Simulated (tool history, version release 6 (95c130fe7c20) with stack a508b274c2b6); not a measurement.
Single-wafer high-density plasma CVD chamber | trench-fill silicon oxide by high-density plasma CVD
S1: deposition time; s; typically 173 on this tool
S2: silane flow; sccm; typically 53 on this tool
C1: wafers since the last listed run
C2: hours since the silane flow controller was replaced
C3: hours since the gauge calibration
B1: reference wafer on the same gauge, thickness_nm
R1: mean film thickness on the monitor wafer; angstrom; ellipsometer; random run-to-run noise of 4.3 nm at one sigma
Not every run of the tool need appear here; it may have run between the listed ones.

Run 1, hour 0: usual settings but S2 55 sccm; C1 0; C2 2715.6; C3 566.3; B1 960.003. Result: R1 8894.51 angstrom.
Run 2, hour 36.1: usual settings; C1 381; C2 2751.7; C3 602.4; B1 957.92. Result: R1 8603.77 angstrom.
Run 3, hour 98.9: usual settings; C1 664; C2 2814.5; C3 665.2; B1 959.33. Result: R1 8519.39 angstrom.
Run 4, hour 158.5: usual settings; C1 630; C2 2874.1; C3 724.8; B1 960.673. Result: R1 8524.9 angstrom.
Run 5, hour 195.2: usual settings; C1 388; C2 2910.8; C3 761.5; B1 960.43. Result: R1 8571.99 angstrom.
Run 6, hour 226.1: usual settings; C1 326; C2 2941.7; C3 792.4; B1 959.05. Result: R1 8564.62 angstrom.
Run 7, hour 295.9: usual settings; C1 738; C2 3011.5; C3 862.2; B1 959.146. Result: R1 8540.1 angstrom.
Run 8, hour 350.3: usual settings; C1 575; C2 3065.9; C3 916.6; B1 960.643. Result: R1 8464.17 angstrom.
Run 9, hour 401.8: usual settings; C1 544; C2 3117.4; C3 968.1; B1 958.773. Result: R1 8562.34 angstrom.
Run 10, hour 452.5: usual settings but S2 61 sccm; C1 536; C2 3168.1; C3 1018.8; B1 957.788. Result: R1 9689.84 angstrom.
Run 11, hour 491.8: usual settings but S2 61 sccm; C1 415; C2 3207.4; C3 1058.1; B1 959.68. Result: R1 9768.5 angstrom.
Run 12, hour 556: usual settings but S2 61 sccm; C1 679; C2 3271.6; C3 1122.3; B1 960.418. Result: R1 9787.24 angstrom.
At hour 575.9: gauge calibrated.
Run 13, hour 582.4: usual settings but S1 194 s, S2 47 sccm; C1 279; C2 3298; C3 6.5; B1 960.087. Result: R1 8497.4 angstrom.
Run 14, hour 621.3: usual settings but S1 150 s; C1 411; C2 3336.9; C3 45.4; B1 959.574. Result: R1 7361.28 angstrom.
Run 15, hour 671.5: usual settings; C1 530; C2 3387.1; C3 95.6; B1 960.994. Result: R1 8451.59 angstrom.
Run 16, hour 723.4: usual settings but S2 46 sccm; C1 548; C2 3439; C3 147.5; B1 958.703. Result: R1 7349.3 angstrom.
Run 17, hour 758.3: usual settings but S2 46 sccm; C1 369; C2 3473.9; C3 182.4; B1 959.47. Result: R1 7374.4 angstrom.
Run 18, hour 797.6: usual settings but S1 164 s, S2 50 sccm; C1 415; C2 3513.2; C3 221.7; B1 959.964. Result: R1 7634.24 angstrom.
Run 19, hour 853.2: usual settings but S1 161 s, S2 45 sccm; C1 588; C2 3568.8; C3 277.3; B1 959.844. Result: R1 6768.55 angstrom.
Run 20, hour 881.2: usual settings; C1 296; C2 3596.8; C3 305.3; B1 960.313. Result: R1 8411.94 angstrom.
Run 21, hour 929.6: usual settings but S1 206 s; C1 511; C2 3645.2; C3 353.7; B1 961.254. Result: R1 9996.34 angstrom.
Run 22, hour 979.9: usual settings but S1 160 s, S2 60 sccm; C1 532; C2 3695.5; C3 404; B1 960.724. Result: R1 8739.29 angstrom.
Run 23, hour 1046.5: usual settings; C1 704; C2 3762.1; C3 470.6; B1 960.486. Result: R1 8476.24 angstrom.
Run 24, hour 1134.8: usual settings but S1 149 s, S2 47 sccm; C1 933; C2 3850.4; C3 558.9; B1 959.823. Result: R1 6361.21 angstrom.
Run 25, hour 1173.2: usual settings but S1 142 s; C1 406; C2 3888.8; C3 597.3; B1 960.408. Result: R1 6859.55 angstrom.
Run 26, hour 1209.5: usual settings but S1 146 s, S2 58 sccm; C1 383; C2 3925.1; C3 633.6; B1 959.282. Result: R1 7699.46 angstrom.
At hour 1246.2: silane flow controller replaced.
Run 27, hour 1246.7: usual settings but S1 185 s, S2 47 sccm; C1 308; C2 0.5; C3 670.8; B1 960.772. Result: R1 8465.59 angstrom.
Run 28, hour 1277.4: usual settings; C1 324; C2 31.2; C3 701.5; B1 959.622. Result: R1 8953.61 angstrom.
Run 29, hour 1321.3: usual settings but S1 196 s; C1 464; C2 75.1; C3 745.4; B1 958.447. Result: R1 10137.47 angstrom.
Run 30, hour 1382: usual settings but S1 146 s, S2 61 sccm; C1 642; C2 135.8; C3 806.1; B1 959.814. Result: R1 8618.02 angstrom.
Run 31, hour 1435.4: usual settings; C1 564; C2 189.2; C3 859.5; B1 960.921. Result: R1 8888.98 angstrom.
Run 32, hour 1473.9: usual settings; C1 407; C2 227.7; C3 898; B1 959.85. Result: R1 8865.79 angstrom.
Run 33, hour 1516.3: usual settings; C1 448; C2 270.1; C3 940.4; B1 959.115. Result: R1 8861.48 angstrom.
Run 34, hour 1583.2: usual settings but S1 149 s, S2 59 sccm; C1 707; C2 337; C3 1007.3; B1 960.09. Result: R1 8585.67 angstrom.
Run 35, hour 1628.2: usual settings but S1 160 s, S2 60 sccm; C1 475; C2 382; C3 1052.3; B1 959.374. Result: R1 9333.48 angstrom.

Each row is a separate what-if for the run after 35, all from the same tool condition, not one after another. Results?
Run A, hour 1628.6: usual settings but S2 58 sccm; C1 4; C2 382.4; C3 1052.7; B1 ?. Result: R1 ?.
Run B, hour 1628.6: usual settings but S1 204 s, S2 44 sccm; C1 4; C2 382.4; C3 1052.7; B1 ?. Result: R1 ?.
Run C, hour 1628.6: usual settings but S1 157 s, S2 58 sccm; C1 4; C2 382.4; C3 1052.7; B1 ?. Result: R1 ?.

run       B1       R1
  A  959.335  9830.57
  B  959.335  8850.52
  C  959.335  8921.39
Take away the tool's hidden state, keep each run's random variation, and the runs would have read:
run       R1
  A  9746.96
  B  8775.25
  C  8845.51
